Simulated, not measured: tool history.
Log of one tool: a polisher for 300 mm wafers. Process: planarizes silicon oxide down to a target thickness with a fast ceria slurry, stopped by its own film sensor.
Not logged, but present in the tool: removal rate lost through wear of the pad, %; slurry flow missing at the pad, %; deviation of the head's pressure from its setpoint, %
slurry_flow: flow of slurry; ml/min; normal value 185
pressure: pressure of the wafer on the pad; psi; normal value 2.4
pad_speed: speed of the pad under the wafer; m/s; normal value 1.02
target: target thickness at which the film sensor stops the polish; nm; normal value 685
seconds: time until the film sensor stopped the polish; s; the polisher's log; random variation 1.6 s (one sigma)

run,day,slurry_flow,pressure,pad_speed,target,wafers since the last listed run,wafers polished on this pad,hours since the slurry nozzle was cleaned,hours since the head pressure was calibrated,"incoming thickness of the incoming film, nm",seconds
1,0,185,2.4,1.14,685,0,78,339.9,863.8,1970.3,84.9
2,0.742,185,2.4,1.14,685,143,222,357.7,881.6,1930.8,82.7
3,1.446,185,2.4,1.14,685,136,358,374.6,898.5,1960.1,88.2
4,2.183,185,2.4,1.02,685,143,501,392.3,916.2,1935.2,97
5,2.529,185,2.4,1.02,685,67,568,400.6,924.5,1963.5,99.2
6,2.971,185,2.4,1.28,685,85,654,411.2,935.1,1927.3,78.6
7,3.454,185,2.4,1.28,685,93,748,422.8,946.7,1965.9,85.3

The next listed run, before its measurement:
8,3.996,185,2.6,1.02,685,105,853,435.8,959.7,1944.2,?

Run 8 produced seconds 91.4 s.
Take away the tool's hidden state, keep the run-to-run variation as it was, and the same run would have given seconds 83.1 s.
